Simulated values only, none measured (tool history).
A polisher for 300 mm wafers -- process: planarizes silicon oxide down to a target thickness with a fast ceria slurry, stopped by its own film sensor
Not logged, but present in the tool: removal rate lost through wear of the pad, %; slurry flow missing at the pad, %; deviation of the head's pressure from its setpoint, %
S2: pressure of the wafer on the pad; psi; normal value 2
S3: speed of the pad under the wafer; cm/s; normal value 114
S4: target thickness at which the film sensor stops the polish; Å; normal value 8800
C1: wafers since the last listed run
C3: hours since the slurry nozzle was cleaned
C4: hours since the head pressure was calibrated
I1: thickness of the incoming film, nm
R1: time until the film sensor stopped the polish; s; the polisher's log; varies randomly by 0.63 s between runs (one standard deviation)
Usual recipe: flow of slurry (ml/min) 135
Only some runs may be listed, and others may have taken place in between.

run 1 hour=0 | flow_of_slurry_(ml/min)=135 S2=2 S3=114 S4=8800 | C1=0 wafers_polished_on_this_pad=383 C3=114.1 C4=1357.3 | I1=1800 | R1=69.6
run 2 hour=14 | flow_of_slurry_(ml/min)=135 S2=2 S3=114 S4=7120 | C1=121 wafers_polished_on_this_pad=504 C3=128.1 C4=1371.3 | I1=1798.6 | R1=80.6
run 3 hour=22.1 | flow_of_slurry_(ml/min)=165 S2=2 S3=114 S4=8800 | C1=70 wafers_polished_on_this_pad=574 C3=136.2 C4=1379.4 | I1=1763.1 | R1=65.1
run 4 hour=32.2 | flow_of_slurry_(ml/min)=165 S2=2 S3=114 S4=8800 | C1=87 wafers_polished_on_this_pad=661 C3=146.3 C4=1389.5 | I1=1766.1 | R1=64.9
run 5 hour=46.4 | flow_of_slurry_(ml/min)=135 S2=1.7 S3=114 S4=8800 | C1=122 wafers_polished_on_this_pad=784 C3=160.5 C4=1403.7 | I1=1759.6 | R1=80.1
run 6 hour=55.6 | flow_of_slurry_(ml/min)=135 S2=1.7 S3=114 S4=8800 | C1=79 wafers_polished_on_this_pad=863 C3=169.7 C4=1412.9 | I1=1775.8 | R1=83.3
run 7 hour=63.5 | flow_of_slurry_(ml/min)=135 S2=1.7 S3=114 S4=8800 | C1=68 wafers_polished_on_this_pad=932 C3=177.6 C4=1420.8 | I1=1815.2 | R1=86.1
-- hour=71.3 worn pad replaced by a new one
run 8 hour=74.5 | flow_of_slurry_(ml/min)=115 S2=2 S3=114 S4=6290 | C1=60 wafers_polished_on_this_pad=28 C3=188.6 C4=1431.8 | I1=1784.8 | R1=97.7
run 9 hour=95.1 | flow_of_slurry_(ml/min)=115 S2=2 S3=114 S4=6290 | C1=178 wafers_polished_on_this_pad=206 C3=209.2 C4=1452.4 | I1=1761.4 | R1=96.9
run 10 hour=107.5 | flow_of_slurry_(ml/min)=115 S2=2 S3=114 S4=6290 | C1=107 wafers_polished_on_this_pad=313 C3=221.6 C4=1464.8 | I1=1789.4 | R1=99.8
run 11 hour=115.7 | flow_of_slurry_(ml/min)=135 S2=2 S3=114 S4=8800 | C1=70 wafers_polished_on_this_pad=384 C3=229.8 C4=1473 | I1=1788.9 | R1=76.1
run 12 hour=125.8 | flow_of_slurry_(ml/min)=135 S2=2 S3=114 S4=6720 | C1=87 wafers_polished_on_this_pad=471 C3=239.9 C4=1483.1 | I1=1800.9 | R1=94.4
run 13 hour=135.7 | flow_of_slurry_(ml/min)=135 S2=1.9 S3=114 S4=8800 | C1=85 wafers_polished_on_this_pad=557 C3=249.8 C4=1493 | I1=1799.1 | R1=82.6
-- hour=149.9 worn pad replaced by a new one, repeated, since the last time left the tool worse
run 14 hour=152.5 | flow_of_slurry_(ml/min)=135 S2=2 S3=124 S4=8800 | C1=110 wafers_polished_on_this_pad=22 C3=266.6 C4=1509.8 | I1=1814.6 | R1=63.9
run 15 hour=163.5 | flow_of_slurry_(ml/min)=165 S2=2 S3=114 S4=10330 | C1=95 wafers_polished_on_this_pad=117 C3=277.6 C4=1520.8 | I1=1783.8 | R1=54.3
run 16 hour=175.1 | flow_of_slurry_(ml/min)=100 S2=2 S3=128 S4=6540 | C1=100 wafers_polished_on_this_pad=218 C3=289.2 C4=1532.4 | I1=1811.4 | R1=80.5
run 17 hour=188.5 | flow_of_slurry_(ml/min)=170 S2=2.2 S3=114 S4=7980 | C1=115 wafers_polished_on_this_pad=333 C3=302.6 C4=1545.8 | I1=1786.2 | R1=64.2
-- hour=195.3 slurry nozzle cleaned
run 18 hour=198.7 | flow_of_slurry_(ml/min)=115 S2=1.5 S3=102 S4=7560 | C1=79 wafers_polished_on_this_pad=413 C3=3.4 C4=1556 | I1=1750.7 | R1=114.6
run 19 hour=210.3 | flow_of_slurry_(ml/min)=165 S2=2 S3=126 S4=9750 | C1=100 wafers_polished_on_this_pad=513 C3=15 C4=1567.6 | I1=1766.5 | R1=53.5
run 20 hour=224.8 | flow_of_slurry_(ml/min)=135 S2=2.2 S3=142 S4=11560 | C1=125 wafers_polished_on_this_pad=639 C3=29.5 C4=1582.1 | I1=1792 | R1=35.5
-- hour=240.4 head pressure recalibrated
run 21 hour=241.3 | flow_of_slurry_(ml/min)=110 S2=1.4 S3=114 S4=11430 | C1=125 wafers_polished_on_this_pad=764 C3=46 C4=0.9 | I1=1785.8 | R1=72.8
run 22 hour=259.2 | flow_of_slurry_(ml/min)=150 S2=2 S3=130 S4=8800 | C1=154 wafers_polished_on_this_pad=919 C3=63.9 C4=18.8 | I1=1790.4 | R1=61.9
-- hour=266 worn pad replaced by a new one
run 23 hour=273.5 | flow_of_slurry_(ml/min)=135 S2=2 S3=114 S4=10050 | C1=89 wafers_polished_on_this_pad=64 C3=78.2 C4=33.1 | I1=1777.6 | R1=57.8
run 24 hour=289.4 | flow_of_slurry_(ml/min)=135 S2=2 S3=114 S4=8800 | C1=137 wafers_polished_on_this_pad=201 C3=94.1 C4=49 | I1=1737.8 | R1=64.1
run 25 hour=304.7 | flow_of_slurry_(ml/min)=135 S2=2 S3=114 S4=8800 | C1=132 wafers_polished_on_this_pad=334 C3=109.4 C4=64.3 | I1=1758.1 | R1=65.5
run 26 hour=316.6 | flow_of_slurry_(ml/min)=175 S2=2 S3=114 S4=11230 | C1=102 wafers_polished_on_this_pad=437 C3=121.3 C4=76.2 | I1=1772.4 | R1=46.5
run 27 hour=324.2 | flow_of_slurry_(ml/min)=135 S2=2 S3=114 S4=11030 | C1=65 wafers_polished_on_this_pad=502 C3=128.9 C4=83.8 | I1=1762.2 | R1=50.4
run 28 hour=331.9 | flow_of_slurry_(ml/min)=135 S2=2 S3=114 S4=8800 | C1=66 wafers_polished_on_this_pad=569 C3=136.6 C4=91.5 | I1=1801.7 | R1=70.1
run 29 hour=340.6 | flow_of_slurry_(ml/min)=165 S2=2 S3=82 S4=10540 | C1=75 wafers_polished_on_this_pad=644 C3=145.3 C4=100.2 | I1=1767.4 | R1=73
run 30 hour=352.9 | flow_of_slurry_(ml/min)=135 S2=2 S3=114 S4=8800 | C1=106 wafers_polished_on_this_pad=750 C3=157.6 C4=112.5 | I1=1797.7 | R1=70.5
run 31 hour=368.2 | flow_of_slurry_(ml/min)=135 S2=2 S3=114 S4=8800 | C1=132 wafers_polished_on_this_pad=883 C3=172.9 C4=127.8 | I1=1782.4 | R1=70.6
-- hour=381.3 worn pad replaced by a new one
run 32 hour=381.8 | flow_of_slurry_(ml/min)=95 S2=2 S3=114 S4=8800 | C1=83 wafers_polished_on_this_pad=4 C3=186.5 C4=141.4 | I1=1786.1 | R1=71.5
run 33 hour=387.3 | flow_of_slurry_(ml/min)=115 S2=2.4 S3=94 S4=8800 | C1=47 wafers_polished_on_this_pad=51 C3=192 C4=146.9 | I1=1777.4 | R1=68.8
run 34 hour=402.5 | flow_of_slurry_(ml/min)=135 S2=2 S3=114 S4=9890 | C1=131 wafers_polished_on_this_pad=183 C3=207.2 C4=162.1 | I1=1774.4 | R1=57.3
run 35 hour=417 | flow_of_slurry_(ml/min)=135 S2=2 S3=114 S4=7840 | C1=125 wafers_polished_on_this_pad=308 C3=221.7 C4=176.6 | I1=1750.9 | R1=70.5
run 36 hour=429.5 | flow_of_slurry_(ml/min)=105 S2=1.8 S3=100 S4=8800 | C1=108 wafers_polished_on_this_pad=416 C3=234.2 C4=189.1 | I1=1761.3 | R1=85.5
run 37 hour=445.9 | flow_of_slurry_(ml/min)=115 S2=2 S3=148 S4=5800 | C1=141 wafers_polished_on_this_pad=558 C3=250.6 C4=205.5 | I1=1799.9 | R1=73.3

Had the tool no unlogged condition, and each run kept its random variation, what would the results have been?
run=1 R1=69
run=2 R1=79.4
run=3 R1=63.8
run=4 R1=63.2
run=5 R1=77.3
run=6 R1=79.7
run=7 R1=81.8
run=8 R1=87.4
run=9 R1=86.4
run=10 R1=88.7
run=11 R1=67.5
run=12 R1=83.3
run=13 R1=72.4
run=14 R1=63.9
run=15 R1=54.2
run=16 R1=80.2
run=17 R1=63.7
run=18 R1=113.3
run=19 R1=52.6
run=20 R1=34.6
run=21 R1=70.1
run=22 R1=58.7
run=23 R1=57.5
run=24 R1=63.7
run=25 R1=64.8
run=26 R1=45.8
run=27 R1=49.5
run=28 R1=68.6
run=29 R1=70.9
run=30 R1=68
run=31 R1=67.2
run=32 R1=71.5
run=33 R1=68.8
run=34 R1=57.2
run=35 R1=70.1
run=36 R1=84.7
run=37 R1=71.9
